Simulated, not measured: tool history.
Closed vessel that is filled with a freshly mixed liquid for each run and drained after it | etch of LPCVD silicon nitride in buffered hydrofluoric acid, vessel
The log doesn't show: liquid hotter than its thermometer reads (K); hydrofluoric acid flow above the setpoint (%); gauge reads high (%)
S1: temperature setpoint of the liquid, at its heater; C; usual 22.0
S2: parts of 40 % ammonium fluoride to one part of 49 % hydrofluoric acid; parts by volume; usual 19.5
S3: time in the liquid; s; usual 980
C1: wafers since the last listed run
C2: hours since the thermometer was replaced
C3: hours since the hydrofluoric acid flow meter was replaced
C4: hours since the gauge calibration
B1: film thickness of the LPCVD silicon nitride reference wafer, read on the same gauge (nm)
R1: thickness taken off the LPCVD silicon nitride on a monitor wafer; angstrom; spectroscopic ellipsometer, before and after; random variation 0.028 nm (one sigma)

run,hour,S1,S2,S3,C1,C2,C3,C4,B1,R1
1,0.0,22.0,19.5,980,0,2305.9,1634.5,34.5,100.00,72.6
2,33.4,22.0,19.5,980,1449,2339.3,1667.9,67.9,100.01,72.7
3,65.4,22.0,19.5,980,1388,2371.3,1699.9,99.9,100.00,72.8
4,100.8,22.0,19.5,980,1536,2406.7,1735.3,135.3,100.01,72.7
5,128.5,22.0,19.5,980,1202,2434.4,1763.0,163.0,100.00,72.8
6,142.5,22.0,19.5,980,607,2448.4,1777.0,177.0,100.01,72.7
7,167.5,22.0,19.5,980,1085,2473.4,1802.0,202.0,100.03,72.3
8,185.7,22.0,19.5,980,789,2491.6,1820.2,220.2,99.95,73.7
9,209.8,22.0,19.5,980,1046,2515.7,1844.3,244.3,99.97,72.7
10,242.7,22.0,19.5,980,1427,2548.6,1877.2,277.2,100.00,73.1
# hour 267.8: hydrofluoric acid flow meter replaced
11,268.1,22.0,19.5,980,1059,2574.0,0.3,302.6,100.03,73.1
12,298.6,22.0,19.5,980,1323,2604.5,30.8,333.1,100.01,73.6
# hour 315.4: gauge calibrated
13,319.4,18.0,19.5,1405,902,2625.3,51.6,4.0,100.03,84.5
14,334.0,18.0,19.5,1405,633,2639.9,66.2,18.6,100.00,85.1
15,358.5,24.0,17.5,1200,1063,2664.4,90.7,43.1,99.99,112.3
16,378.2,20.0,16.5,980,855,2684.1,110.4,62.8,100.00,77.5
17,409.9,22.0,19.5,980,1375,2715.8,142.1,94.5,99.98,74.0
18,441.7,20.0,22.0,530,1380,2747.6,173.9,126.3,99.98,32.9
# hour 449.5: thermometer replaced
19,463.1,17.5,21.5,700,885,13.6,195.3,147.7,100.01,33.3
20,476.6,22.0,19.5,980,585,27.1,208.8,161.2,100.00,64.5
21,496.2,23.5,19.5,980,850,46.7,228.4,180.8,100.02,70.2
22,516.6,18.0,12.5,1305,885,67.1,248.8,201.2,100.01,105.9
23,543.4,25.5,22.0,980,1163,93.9,275.6,228.0,100.02,72.0
24,569.0,26.5,15.0,980,1111,119.5,301.2,253.6,99.96,107.4
25,597.0,26.0,19.5,700,1215,147.5,329.2,281.6,100.01,57.7
26,629.6,22.0,19.5,980,1414,180.1,361.8,314.2,100.01,64.3
27,653.4,20.0,16.0,815,1033,203.9,385.6,338.0,100.00,58.8
28,666.0,23.5,25.0,1310,546,216.5,398.2,350.6,99.99,79.4
29,678.9,22.0,19.5,980,559,229.4,411.1,363.5,100.01,64.8

Forecast each of these 5 alternatives for the next run:
A,679.8,22.0,19.5,470,39,230.3,412.0,364.4,?,?
B,679.8,20.0,19.5,825,39,230.3,412.0,364.4,?,?
C,679.8,22.0,16.5,1265,39,230.3,412.0,364.4,?,?
D,679.8,22.0,14.5,1240,39,230.3,412.0,364.4,?,?
E,679.8,24.5,14.5,650,39,230.3,412.0,364.4,?,?

run,B1,R1
A,99.99,31.3
B,99.99,49.1
C,99.99,99.3
D,99.99,110.5
E,99.99,66.4
Without the tool's hidden state the same runs would have given:
run,R1
A,30.5
B,48.0
C,96.9
D,107.9
E,64.9
